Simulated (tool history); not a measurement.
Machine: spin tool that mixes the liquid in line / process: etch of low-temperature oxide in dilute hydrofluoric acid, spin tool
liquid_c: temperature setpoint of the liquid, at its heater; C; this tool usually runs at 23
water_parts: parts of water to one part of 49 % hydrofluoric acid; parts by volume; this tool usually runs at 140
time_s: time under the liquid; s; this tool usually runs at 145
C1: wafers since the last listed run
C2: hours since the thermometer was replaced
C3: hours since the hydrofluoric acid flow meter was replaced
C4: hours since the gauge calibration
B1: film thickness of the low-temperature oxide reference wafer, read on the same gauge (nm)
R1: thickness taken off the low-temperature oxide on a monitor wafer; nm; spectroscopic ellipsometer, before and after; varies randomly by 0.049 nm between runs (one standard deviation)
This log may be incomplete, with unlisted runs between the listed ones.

run 1 hour=0 | liquid_c=23 water_parts=170 time_s=115 | C1=0 C2=2012.2 C3=1427.3 C4=110 | B1=149.98 | R1=6.37
run 2 hour=11.1 | liquid_c=23 water_parts=170 time_s=115 | C1=100 C2=2023.3 C3=1438.4 C4=121.1 | B1=149.99 | R1=6.33
run 3 hour=21.7 | liquid_c=23 water_parts=170 time_s=115 | C1=96 C2=2033.9 C3=1449 C4=131.7 | B1=150.01 | R1=6.38
run 4 hour=36 | liquid_c=23 water_parts=190 time_s=145 | C1=129 C2=2048.2 C3=1463.3 C4=146 | B1=149.99 | R1=6.98
run 5 hour=49.3 | liquid_c=23 water_parts=140 time_s=145 | C1=120 C2=2061.5 C3=1476.6 C4=159.3 | B1=149.99 | R1=9.96
run 6 hour=66.2 | liquid_c=23 water_parts=140 time_s=145 | C1=153 C2=2078.4 C3=1493.5 C4=176.2 | B1=149.99 | R1=10.01
run 7 hour=83.6 | liquid_c=23 water_parts=140 time_s=145 | C1=157 C2=2095.8 C3=1510.9 C4=193.6 | B1=150 | R1=10.09
run 8 hour=90.2 | liquid_c=23 water_parts=140 time_s=145 | C1=59 C2=2102.4 C3=1517.5 C4=200.2 | B1=150.01 | R1=10.07
run 9 hour=102.5 | liquid_c=23 water_parts=140 time_s=145 | C1=111 C2=2114.7 C3=1529.8 C4=212.5 | B1=149.98 | R1=10.12
run 10 hour=108.7 | liquid_c=23 water_parts=140 time_s=145 | C1=56 C2=2120.9 C3=1536 C4=218.7 | B1=150.01 | R1=10.1
run 11 hour=120.6 | liquid_c=23 water_parts=140 time_s=85 | C1=108 C2=2132.8 C3=1547.9 C4=230.6 | B1=149.99 | R1=5.86
-- hour=135.6 thermometer replaced
run 12 hour=138.4 | liquid_c=21 water_parts=170 time_s=185 | C1=152 C2=2.8 C3=1565.7 C4=248.4 | B1=150 | R1=9.35
-- hour=148.5 hydrofluoric acid flow meter replaced
run 13 hour=149 | liquid_c=25.5 water_parts=140 time_s=60 | C1=87 C2=13.4 C3=0.5 C4=259 | B1=150.01 | R1=4.17
run 14 hour=160.6 | liquid_c=20.5 water_parts=195 time_s=90 | C1=105 C2=25 C3=12.1 C4=270.6 | B1=150.02 | R1=3.47
run 15 hour=170.5 | liquid_c=19 water_parts=140 time_s=75 | C1=89 C2=34.9 C3=22 C4=280.5 | B1=150.02 | R1=3.99
-- hour=179 gauge calibrated
run 16 hour=187.8 | liquid_c=23 water_parts=140 time_s=145 | C1=157 C2=52.2 C3=39.3 C4=8.8 | B1=149.99 | R1=9.11
-- hour=197.8 hydrofluoric acid flow meter replaced, repeated, since the last time left the tool worse
run 17 hour=198.3 | liquid_c=24.5 water_parts=120 time_s=190 | C1=86 C2=62.7 C3=0.5 C4=19.3 | B1=149.98 | R1=18.18
run 18 hour=212.6 | liquid_c=23 water_parts=190 time_s=190 | C1=129 C2=77 C3=14.8 C4=33.6 | B1=150 | R1=10.03
run 19 hour=228.3 | liquid_c=26 water_parts=140 time_s=65 | C1=142 C2=92.7 C3=30.5 C4=49.3 | B1=150.01 | R1=5.54
run 20 hour=245 | liquid_c=23 water_parts=140 time_s=145 | C1=151 C2=109.4 C3=47.2 C4=66 | B1=149.98 | R1=10.95

Predict each of these 3 candidate next runs independently; none follows another, all start after run 20:
run A hour=245.5 | liquid_c=20.5 water_parts=140 time_s=145 | C1=4 C2=109.9 C3=47.7 C4=66.5 | B1=? | R1=?
run B hour=245.5 | liquid_c=23 water_parts=140 time_s=230 | C1=4 C2=109.9 C3=47.7 C4=66.5 | B1=? | R1=?
run C hour=245.5 | liquid_c=23 water_parts=110 time_s=190 | C1=4 C2=109.9 C3=47.7 C4=66.5 | B1=? | R1=?

run=A B1=149.99 R1=9.94
run=B B1=149.99 R1=17.4
run=C B1=149.99 R1=18.94
The same runs, with their run-to-run variation unchanged, on a tool lacking any hidden condition would have given:
run=A R1=10.02
run=B R1=17.55
run=C R1=19.1
